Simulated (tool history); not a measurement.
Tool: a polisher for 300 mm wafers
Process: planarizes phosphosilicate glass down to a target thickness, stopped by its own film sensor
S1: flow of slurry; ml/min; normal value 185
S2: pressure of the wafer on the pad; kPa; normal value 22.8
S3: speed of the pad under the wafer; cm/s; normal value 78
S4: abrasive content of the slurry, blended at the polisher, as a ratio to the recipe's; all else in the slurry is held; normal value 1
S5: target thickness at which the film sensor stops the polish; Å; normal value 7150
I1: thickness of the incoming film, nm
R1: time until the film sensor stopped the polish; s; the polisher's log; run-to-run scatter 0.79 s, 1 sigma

run   hour   S1    S2   S3    S4    S5      I1     R1
  1      0  185  22.8   78     1  7150    1283   96.1
  2   16.2  185  22.8   78     1  7150  1265.9   94.3
  3   44.8  185  22.8   78  1.15  7150  1276.3   88.4
      67.3  -- worn pad replaced by a new one
  4   79.1  185  22.8   92     1  7150    1273   84.4
  5   94.1  185  22.8   92     1  7150  1286.9   87.6
  6    149  185  22.8   92     1  7150  1242.8   81.6
  7    163  185  22.8   78     1  7150  1269.1   97.5
     178.4  -- conditioning disc replaced and pad reconditioned
  8  183.8  185  22.8   78     1  7150  1257.6   95.5
  9  215.5  185  22.8   98     1  7150  1279.2   85.2
     222.5  -- slurry blender recalibrated
       246  -- worn pad replaced by a new one
 10  249.7  185  22.8   86     1  7150  1282.6   84.9
 11    285  185  22.8   86     1  7150  1252.7   81.7
 12  311.3  235    31   78     1  7150    1259     63
 13  339.9  185  22.8   78  0.85  7150  1265.1  101.3
 14  375.8  185  22.8   78     1  7150  1275.1   92.7
     405.8  -- conditioning disc replaced and pad reconditioned
 15  406.3  185  22.8   78     1  7150  1286.3   95.9
 16  424.8  185  19.3   78  0.75  6270  1295.9  158.1
     436.2  -- worn pad replaced by a new one
     493.5  -- slurry nozzle cleaned
 17    530  220  22.8   98   1.3  6030    1247   79.1
       539  -- head pressure recalibrated
 18  564.8  170  22.8   78     1  5450    1254  126.5
     576.1  -- slurry blender recalibrated
 19  580.6  185  22.8   78     1  7150  1291.1   90.2
     592.9  -- worn pad replaced by a new one
 20  600.4  210  17.9  100     1  8360  1252.4   68.5
     632.1  -- conditioning disc replaced and pad reconditioned
 21  632.6  185  22.8   58     1  8200  1263.2   88.2
 22  665.3  185  22.8   58  0.75  6610  1283.5  148.1
 23  683.7  245  22.8   78  1.15  7150  1267.4   80.9
 24  704.9  185  22.8   78     1  7150  1259.5   88.5
 25  718.8  185  29.6   78  0.85  7150  1276.2   78.3
 26  752.9  165  26.9   78   0.8  6520  1251.8     98

3 ways to go on from here, each from the tool as it stands after run 26. What would each give?
  A  753.3  185  22.8  78    1  7150  1276.5   ?
  B  753.3  210  26.2  52  0.8  7150  1276.5   ?
  C  753.3  240  22.8  78  1.2  7970  1276.5   ?

run     R1
  A   92.6
  B  122.8
  C   69.4
Stripped of hidden state, with their random variation kept, the same runs would have yielded:
run     R1
  A   88.3
  B  116.4
  C   66.6
